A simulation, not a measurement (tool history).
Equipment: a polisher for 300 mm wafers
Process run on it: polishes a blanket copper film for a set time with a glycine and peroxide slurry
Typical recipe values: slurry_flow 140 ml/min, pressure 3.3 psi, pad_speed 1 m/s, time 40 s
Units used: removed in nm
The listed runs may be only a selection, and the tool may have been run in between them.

run     day  slurry_flow  pressure  pad_speed  time  incoming thickness of the incoming film, nm  removed
  1       0          140         3          1    50                                       2269.6    305.7
  2   0.725          140       3.3          1    40                                       2244.1    262.6
  3   1.283          140       3.3          1    40                                       2205.6    251.4
  4   2.017          140       3.3          1    40                                       2202.7    250.9
      2.925  -- worn pad replaced by a new one
  5   3.025          140       3.3          1    40                                       2197.5      271
  6   4.417          140       3.3          1    40                                         2206      245
  7   5.067          140       3.3          1    40                                       2212.2    246.4
  8   5.896          140       3.3          1    40                                       2193.5    239.8
  9   6.446          140       3.3          1    40                                       2182.5    232.3
      7.221  -- worn pad replaced by a new one
 10   7.721          175       4.4       1.14    29                                       2172.9    251.8
      7.833  -- slurry nozzle cleaned
     10.804  -- head pressure recalibrated
 11  11.004          125       3.3          1    40                                       2223.3    252.2
     11.292  -- worn pad replaced by a new one
 12  12.004          140         3          1    50                                       2225.9    331.8
 13  13.062          140       3.3       1.24    40                                       2201.2    324.1
 14  14.454          190       2.3       1.34    40                                       2208.1    282.9

Consider 5 possible next runs. They are alternatives, not a sequence: every one starts from the tool as it was left by run 14. What does each give?
  A  14.471          155       3.3          1    40                                       2214.3        ?
  B  14.471          140       3.3       1.34    40                                       2214.3        ?
  C  14.471          140       4.5          1    40                                       2214.3        ?
  D  14.471          120       3.3          1    40                                       2214.3        ?
  E  14.471          140       3.3          1    46                                       2214.3        ?

run  removed
  A    265.6
  B      335
  C    322.7
  D    250.5
  E      299
With no hidden state in the tool, these same runs would have given:
run  removed
  A    290.5
  B    366.9
  C    353.5
  D    275.2
  E    327.5

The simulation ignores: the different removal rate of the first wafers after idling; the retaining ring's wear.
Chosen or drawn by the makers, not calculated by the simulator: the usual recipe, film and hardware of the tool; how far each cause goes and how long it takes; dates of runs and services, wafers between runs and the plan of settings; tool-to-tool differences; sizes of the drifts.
